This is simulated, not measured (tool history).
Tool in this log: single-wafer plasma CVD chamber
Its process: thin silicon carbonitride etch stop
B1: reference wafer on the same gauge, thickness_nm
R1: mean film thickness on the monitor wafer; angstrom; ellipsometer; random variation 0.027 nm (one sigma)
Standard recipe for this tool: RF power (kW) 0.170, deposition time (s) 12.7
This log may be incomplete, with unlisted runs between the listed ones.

Run 1, day 0.000: usual settings; B1 7.577. Result: R1 68.03 angstrom.
Run 2, day 2.375: usual settings; B1 7.566. Result: R1 68.03 angstrom.
Run 3, day 4.617: usual settings; B1 7.552. Result: R1 68.14 angstrom.
Run 4, day 5.617: usual settings but deposition time (s) 12.0; B1 7.542. Result: R1 64.18 angstrom.
Run 5, day 8.038: usual settings but deposition time (s) 12.0; B1 7.519. Result: R1 63.94 angstrom.
Run 6, day 9.479: usual settings but deposition time (s) 12.0; B1 7.513. Result: R1 63.74 angstrom.
At day 10.121: RF generator calibrated.
Run 7, day 11.675: usual settings but RF power (kW) 0.180; B1 7.499. Result: R1 67.82 angstrom.
Run 8, day 13.021: usual settings but RF power (kW) 0.180; B1 7.469. Result: R1 68.22 angstrom.
Run 9, day 14.467: usual settings; B1 7.432. Result: R1 66.83 angstrom.
At day 14.950: gauge calibrated.
At day 14.983: thermocouple changed; heater temperature recalibrated.
Run 10, day 16.021: usual settings but RF power (kW) 0.185, deposition time (s) 14.4; B1 7.596. Result: R1 78.79 angstrom.
Run 11, day 18.250: usual settings but RF power (kW) 0.150, deposition time (s) 11.4; B1 7.591. Result: R1 59.91 angstrom.
Run 12, day 20.700: usual settings but RF power (kW) 0.200, deposition time (s) 12.0; B1 7.579. Result: R1 66.36 angstrom.
At day 21.533: showerhead replaced.
Run 13, day 23.021: usual settings but RF power (kW) 0.180; B1 7.567. Result: R1 69.00 angstrom.
Run 14, day 24.546: usual settings but RF power (kW) 0.190, deposition time (s) 10.5; B1 7.573. Result: R1 57.79 angstrom.
Run 15, day 27.529: usual settings; B1 7.560. Result: R1 68.00 angstrom.
Run 16, day 29.542: usual settings but RF power (kW) 0.195; B1 7.549. Result: R1 70.08 angstrom.

Here are 5 independent what-if runs from the current tool condition. What would each one return?
Run A, day 29.558: usual settings but RF power (kW) 0.200; B1 ?. Result: R1 ?.
Run B, day 29.558: usual settings but RF power (kW) 0.195, deposition time (s) 10.8; B1 ?. Result: R1 ?.
Run C, day 29.558: usual settings but RF power (kW) 0.155, deposition time (s) 14.5; B1 ?. Result: R1 ?.
Run D, day 29.558: usual settings but RF power (kW) 0.190; B1 ?. Result: R1 ?.
Run E, day 29.558: usual settings but deposition time (s) 10.6; B1 ?. Result: R1 ?.

run     B1     R1
  A  7.535  69.87
  B  7.535  59.08
  C  7.535  75.50
  D  7.535  69.08
  E  7.535  56.28
Without the tool's unlogged condition, the same runs would have read:
run     R1
  A  70.60
  B  59.70
  C  76.29
  D  69.80
  E  56.87
